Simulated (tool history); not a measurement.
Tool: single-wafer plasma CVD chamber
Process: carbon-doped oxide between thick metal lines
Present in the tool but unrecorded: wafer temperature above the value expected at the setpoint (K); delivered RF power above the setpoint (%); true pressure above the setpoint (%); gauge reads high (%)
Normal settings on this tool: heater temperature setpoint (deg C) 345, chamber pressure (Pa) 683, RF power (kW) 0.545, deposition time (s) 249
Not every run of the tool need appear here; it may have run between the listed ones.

run	day	heater temperature setpoint (deg C)	chamber pressure (Pa)	RF power (kW)	deposition time (s)	wafers since the last listed run	hours since the last thermocouple change	hours since the last RF generator calibration	hours since the last manometer calibration	hours since the showerhead was replaced	hours since the gauge calibration	read-back reference wafer on the same gauge, thickness_nm	mean film thickness on the monitor wafer (angstrom)
1	0.000	345	683	0.575	224	0	1347.9	1267.3	463.8	6248.2	1917.8	999.812	11442.16
2	1.404	345	683	0.575	224	219	1381.6	1301.0	497.5	6281.9	1951.5	999.684	11425.13
3	3.354	345	683	0.545	211	304	1428.4	1347.8	544.3	6328.7	1998.3	1000.023	10504.64
# day 5.838: gauge calibrated
4	5.988	345	683	0.545	211	411	1491.6	1411.0	607.5	6391.9	3.6	1000.486	10432.89
5	7.258	345	683	0.545	211	198	1522.1	1441.5	638.0	6422.4	34.1	1001.985	10401.46
6	9.312	345	683	0.515	239	320	1571.4	1490.8	687.3	6471.7	83.4	1001.184	11474.99
7	10.925	345	683	0.515	239	251	1610.1	1529.5	726.0	6510.4	122.1	1001.207	11477.11
8	13.208	345	683	0.515	239	356	1664.9	1584.3	780.8	6565.2	176.9	1000.227	11440.91
9	15.483	345	683	0.545	213	355	1719.5	1638.9	835.4	6619.8	231.5	998.611	10509.04
10	16.854	345	683	0.545	249	214	1752.4	1671.8	868.3	6652.7	264.4	998.885	12314.99
11	18.254	345	683	0.650	249	218	1786.0	1705.4	901.9	6686.3	298.0	1000.932	13446.75
12	19.917	345	683	0.545	249	259	1825.9	1745.3	941.8	6726.2	337.9	1000.502	12307.11
13	21.558	345	683	0.545	249	256	1865.3	1784.7	981.2	6765.6	377.3	999.783	12309.35
# day 25.671: showerhead replaced
# day 26.292: thermocouple changed; heater temperature recalibrated
# day 28.296: capacitance manometer re-zeroed and calibrated
14	29.296	352	519	0.545	292	1052	72.1	1970.4	24.0	87.0	563.0	1000.692	13641.71
# day 30.171: RF generator calibrated
15	30.979	345	683	0.545	249	210	112.5	19.4	64.4	127.4	603.4	999.779	12400.65
16	32.983	345	683	0.545	249	312	160.6	67.5	112.5	175.5	651.5	1000.724	12312.23
17	34.688	345	683	0.545	249	266	201.5	108.4	153.4	216.4	692.4	998.860	12388.51
18	35.783	345	683	0.545	286	171	227.8	134.7	179.7	242.7	718.7	1000.142	14208.67
19	37.821	351	683	0.545	205	318	276.7	183.6	228.6	291.6	767.6	998.757	9972.37
20	39.775	334	764	0.545	218	305	323.6	230.5	275.5	338.5	814.5	1000.970	11375.26
21	41.354	345	683	0.545	249	246	361.5	268.4	313.4	376.4	852.4	999.140	12383.07
22	43.429	345	683	0.510	249	324	411.3	318.2	363.2	426.2	902.2	998.451	11966.15
23	45.592	345	796	0.515	249	337	463.2	370.1	415.1	478.1	954.1	1000.231	12274.10
24	46.717	345	683	0.610	249	175	490.2	397.1	442.1	505.1	981.1	999.465	13040.86
25	47.838	354	804	0.580	269	175	517.1	424.0	469.0	532.0	1008.0	1000.279	13790.12
26	50.450	337	683	0.545	249	408	579.8	486.7	531.7	594.7	1070.7	1000.180	12637.71
27	51.654	345	683	0.445	205	188	608.7	515.6	560.6	623.6	1099.6	1000.397	9075.86

Consider 5 possible next runs. They are alternatives, not a sequence: every one starts from the tool as it was left by run 27. What does each give?
A	51.675	345	683	0.545	249	3	609.2	516.1	561.1	624.1	1100.1	?	?
B	51.675	354	771	0.450	295	3	609.2	516.1	561.1	624.1	1100.1	?	?
C	51.675	340	553	0.445	293	3	609.2	516.1	561.1	624.1	1100.1	?	?
D	51.675	358	683	0.545	249	3	609.2	516.1	561.1	624.1	1100.1	?	?
E	51.675	345	588	0.545	212	3	609.2	516.1	561.1	624.1	1100.1	?	?

run	read-back reference wafer on the same gauge, thickness_nm	mean film thickness on the monitor wafer (angstrom)
A	999.456	12368.57
B	999.456	13128.94
C	999.456	12743.27
D	999.456	11972.36
E	999.456	10276.85
Without the tool's unlogged condition, the same runs would have read:
run	mean film thickness on the monitor wafer (angstrom)
A	12403.44
B	13157.10
C	12777.86
D	12006.11
E	10304.74
